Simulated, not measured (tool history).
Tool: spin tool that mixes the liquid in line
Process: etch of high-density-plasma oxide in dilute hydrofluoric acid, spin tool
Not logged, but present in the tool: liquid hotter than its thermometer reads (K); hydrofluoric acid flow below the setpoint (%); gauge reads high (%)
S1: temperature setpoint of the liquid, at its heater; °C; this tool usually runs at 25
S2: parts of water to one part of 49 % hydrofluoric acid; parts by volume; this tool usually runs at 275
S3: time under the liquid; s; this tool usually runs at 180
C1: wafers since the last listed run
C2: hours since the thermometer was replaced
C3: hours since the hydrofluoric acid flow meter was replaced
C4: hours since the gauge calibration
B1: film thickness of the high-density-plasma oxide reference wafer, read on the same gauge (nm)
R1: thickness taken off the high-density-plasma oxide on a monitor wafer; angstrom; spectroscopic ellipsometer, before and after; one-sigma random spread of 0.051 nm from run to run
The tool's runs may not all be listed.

run 1 hour=0 | S1=25 S2=275 S3=180 | C1=0 C2=1985.6 C3=667.3 C4=549 | B1=100 | R1=51.5
run 2 hour=14.2 | S1=25 S2=275 S3=235 | C1=146 C2=1999.8 C3=681.5 C4=563.2 | B1=100.01 | R1=68.1
run 3 hour=38.4 | S1=25 S2=275 S3=235 | C1=249 C2=2024 C3=705.7 C4=587.4 | B1=100 | R1=67.7
run 4 hour=59 | S1=25 S2=275 S3=235 | C1=212 C2=2044.6 C3=726.3 C4=608 | B1=100.01 | R1=68.7
run 5 hour=87 | S1=25 S2=275 S3=180 | C1=288 C2=2072.6 C3=754.3 C4=636 | B1=100.01 | R1=51.6
run 6 hour=109.2 | S1=25 S2=275 S3=180 | C1=228 C2=2094.8 C3=776.5 C4=658.2 | B1=100.02 | R1=51.3
run 7 hour=130.4 | S1=22.5 S2=190 S3=180 | C1=218 C2=2116 C3=797.7 C4=679.4 | B1=100 | R1=75.1
run 8 hour=152.2 | S1=22.5 S2=190 S3=180 | C1=224 C2=2137.8 C3=819.5 C4=701.2 | B1=99.97 | R1=74.4
run 9 hour=183.1 | S1=22.5 S2=190 S3=180 | C1=318 C2=2168.7 C3=850.4 C4=732.1 | B1=99.98 | R1=76.1
run 10 hour=204.4 | S1=20 S2=275 S3=180 | C1=219 C2=2190 C3=871.7 C4=753.4 | B1=99.99 | R1=43.7
run 11 hour=232 | S1=22.5 S2=320 S3=145 | C1=284 C2=2217.6 C3=899.3 C4=781 | B1=100.01 | R1=31.8
run 12 hour=251.2 | S1=21.5 S2=355 S3=280 | C1=197 C2=2236.8 C3=918.5 C4=800.2 | B1=100.01 | R1=50.9
run 13 hour=285.4 | S1=25 S2=190 S3=95 | C1=352 C2=2271 C3=952.7 C4=834.4 | B1=100.01 | R1=44.1
run 14 hour=298.5 | S1=25 S2=275 S3=180 | C1=134 C2=2284.1 C3=965.8 C4=847.5 | B1=100 | R1=51.6
run 15 hour=329.3 | S1=20 S2=350 S3=250 | C1=317 C2=2314.9 C3=996.6 C4=878.3 | B1=100.02 | R1=44.5
-- hour=376.9 gauge calibrated
run 16 hour=431.8 | S1=22.5 S2=190 S3=180 | C1=1055 C2=2417.4 C3=1099.1 C4=54.9 | B1=100.02 | R1=75
-- hour=478.9 hydrofluoric acid flow meter replaced
run 17 hour=486.9 | S1=27.5 S2=400 S3=100 | C1=557 C2=2472.5 C3=8 C4=110 | B1=99.99 | R1=19
run 18 hour=506.2 | S1=28.5 S2=230 S3=180 | C1=198 C2=2491.8 C3=27.3 C4=129.3 | B1=100 | R1=73.3
run 19 hour=531.7 | S1=28.5 S2=275 S3=180 | C1=262 C2=2517.3 C3=52.8 C4=154.8 | B1=99.97 | R1=58.3
-- hour=555.9 thermometer replaced
run 20 hour=563 | S1=25 S2=275 S3=180 | C1=311 C2=7.1 C3=84.1 C4=186.1 | B1=100 | R1=52.6
run 21 hour=602.7 | S1=25 S2=275 S3=180 | C1=408 C2=46.8 C3=123.8 C4=225.8 | B1=99.99 | R1=51.9
run 22 hour=619.9 | S1=28 S2=275 S3=280 | C1=177 C2=64 C3=141 C4=243 | B1=100.01 | R1=89.8
run 23 hour=658.5 | S1=25 S2=275 S3=180 | C1=397 C2=102.6 C3=179.6 C4=281.6 | B1=99.99 | R1=52.2
run 24 hour=687.6 | S1=25 S2=415 S3=255 | C1=299 C2=131.7 C3=208.7 C4=310.7 | B1=100.01 | R1=43.3
run 25 hour=706.8 | S1=25 S2=275 S3=180 | C1=197 C2=150.9 C3=227.9 C4=329.9 | B1=100 | R1=50.9
run 26 hour=730 | S1=25 S2=275 S3=180 | C1=238 C2=174.1 C3=251.1 C4=353.1 | B1=99.99 | R1=52.1
run 27 hour=752 | S1=25 S2=275 S3=180 | C1=226 C2=196.1 C3=273.1 C4=375.1 | B1=99.96 | R1=52.3
run 28 hour=787.3 | S1=25 S2=210 S3=180 | C1=363 C2=231.4 C3=308.4 C4=410.4 | B1=100.02 | R1=72.9
run 29 hour=806 | S1=22 S2=275 S3=100 | C1=192 C2=250.1 C3=327.1 C4=429.1 | B1=100.01 | R1=26
run 30 hour=822.1 | S1=28 S2=200 S3=240 | C1=165 C2=266.2 C3=343.2 C4=445.2 | B1=100.01 | R1=115.8
run 31 hour=840.6 | S1=25 S2=275 S3=180 | C1=190 C2=284.7 C3=361.7 C4=463.7 | B1=99.99 | R1=52

Take each entry between the runs: how does the hidden state at the last listed run before it differ from the hidden state at the first listed run after it?
Run 15 -> run 16: gauge calibrated (hour 376.9)
  nothing in the hidden state changes from one run to the other
Run 16 -> run 17: hydrofluoric acid flow meter replaced (hour 478.9)
  nothing in the hidden state changes from one run to the other
Run 19 -> run 20: thermometer replaced (hour 555.9)
  nothing in the hidden state changes from one run to the other

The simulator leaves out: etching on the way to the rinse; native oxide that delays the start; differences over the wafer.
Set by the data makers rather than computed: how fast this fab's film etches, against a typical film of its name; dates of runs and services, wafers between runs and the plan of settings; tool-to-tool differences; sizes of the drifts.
